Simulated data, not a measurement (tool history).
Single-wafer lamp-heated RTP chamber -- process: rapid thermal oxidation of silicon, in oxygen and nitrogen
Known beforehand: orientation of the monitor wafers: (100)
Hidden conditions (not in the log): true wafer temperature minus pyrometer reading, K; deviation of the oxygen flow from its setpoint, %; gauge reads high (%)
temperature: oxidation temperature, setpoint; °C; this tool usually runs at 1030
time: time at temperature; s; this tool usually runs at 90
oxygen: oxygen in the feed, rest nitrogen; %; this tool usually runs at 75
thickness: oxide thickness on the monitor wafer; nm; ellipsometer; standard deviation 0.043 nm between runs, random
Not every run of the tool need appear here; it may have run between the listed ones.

| run | hour | temperature | time | oxygen | wafers since the last listed run | wafers since the last pyrometer calibration | hours since the oxygen flow controller was replaced | hours since the gauge calibration | read-back reference wafer on the same gauge, thickness | thickness |
|---|---|---|---|---|---|---|---|---|---|---|
| 1 | 0 | 1030 | 90 | 75 | 0 | 2154 | 2535.9 | 1997.9 | 9.14 | 8.39 |
| 2 | 78.6 | 1030 | 90 | 75 | 891 | 3045 | 2614.5 | 2076.5 | 9.118 | 8.335 |
| 3 | 165.3 | 1030 | 90 | 75 | 982 | 4028 | 2701.2 | 2163.2 | 9.107 | 8.431 |
| 4 | 248.1 | 1023 | 90 | 75 | 938 | 4967 | 2784 | 2246 | 9.108 | 8.145 |
| 5 | 294.3 | 1030 | 90 | 75 | 523 | 5491 | 2830.2 | 2292.2 | 9.103 | 8.531 |
| 6 | 336.1 | 1030 | 90 | 75 | 473 | 5965 | 2872 | 2334 | 9.131 | 8.576 |
|  | 397.8 | pyrometer window cleaned and pyrometer calibrated |
| 7 | 432.2 | 1030 | 90 | 75 | 998 | 389 | 2968.1 | 2430.1 | 9.122 | 8.265 |
| 8 | 525.4 | 1030 | 90 | 82 | 1056 | 1446 | 3061.3 | 2523.3 | 9.131 | 8.534 |
| 9 | 603.7 | 1030 | 90 | 82 | 887 | 2334 | 3139.6 | 2601.6 | 9.122 | 8.625 |
| 10 | 692.5 | 1030 | 90 | 75 | 1006 | 3341 | 3228.4 | 2690.4 | 9.137 | 8.501 |
| 11 | 743.4 | 1040 | 90 | 75 | 577 | 3918 | 3279.3 | 2741.3 | 9.112 | 9.105 |
| 12 | 806.2 | 1040 | 90 | 75 | 712 | 4630 | 3342.1 | 2804.1 | 9.107 | 9.145 |
| 13 | 890.3 | 1030 | 90 | 75 | 953 | 5583 | 3426.2 | 2888.2 | 9.116 | 8.624 |
| 14 | 944.3 | 1030 | 90 | 75 | 612 | 6195 | 3480.2 | 2942.2 | 9.142 | 8.549 |
| 15 | 1025 | 1030 | 90 | 75 | 914 | 7110 | 3560.9 | 3022.9 | 9.114 | 8.719 |
|  | 1038.1 | pyrometer window cleaned and pyrometer calibrated |
| 16 | 1121.4 | 1030 | 90 | 75 | 1002 | 944 | 3657.3 | 3119.3 | 9.117 | 8.194 |
| 17 | 1192.7 | 1030 | 90 | 75 | 808 | 1752 | 3728.6 | 3190.6 | 9.13 | 8.309 |
| 18 | 1261.2 | 1030 | 90 | 75 | 776 | 2529 | 3797.1 | 3259.1 | 9.127 | 8.398 |
| 19 | 1332.9 | 1030 | 90 | 75 | 812 | 3342 | 3868.8 | 3330.8 | 9.125 | 8.379 |
| 20 | 1413.8 | 1030 | 112 | 98 | 917 | 4259 | 3949.7 | 3411.7 | 9.114 | 10.368 |
| 21 | 1459.9 | 1030 | 90 | 75 | 522 | 4782 | 3995.8 | 3457.8 | 9.12 | 8.526 |
|  | 1485.4 | oxygen flow controller replaced |
| 22 | 1514.8 | 1030 | 90 | 75 | 531 | 5313 | 29.4 | 3512.7 | 9.123 | 8.543 |
| 23 | 1562.2 | 1030 | 69 | 54 | 537 | 5851 | 76.8 | 3560.1 | 9.105 | 6.813 |
| 24 | 1625.2 | 1030 | 90 | 75 | 714 | 6565 | 139.8 | 3623.1 | 9.12 | 8.738 |

Forecast run 25:
|  | 1635.1 | pyrometer window cleaned and pyrometer calibrated |
| 25 | 1666.1 | 1009 | 90 | 75 | 373 | 352 | 180.7 | 3664 | ? | ? |

Logged for run 25: read-back reference wafer on the same gauge, thickness 9.116, thickness 7.025 nm.
If the tool had no hidden condition, the same run with the same run-to-run variation would have returned thickness 6.98 nm.
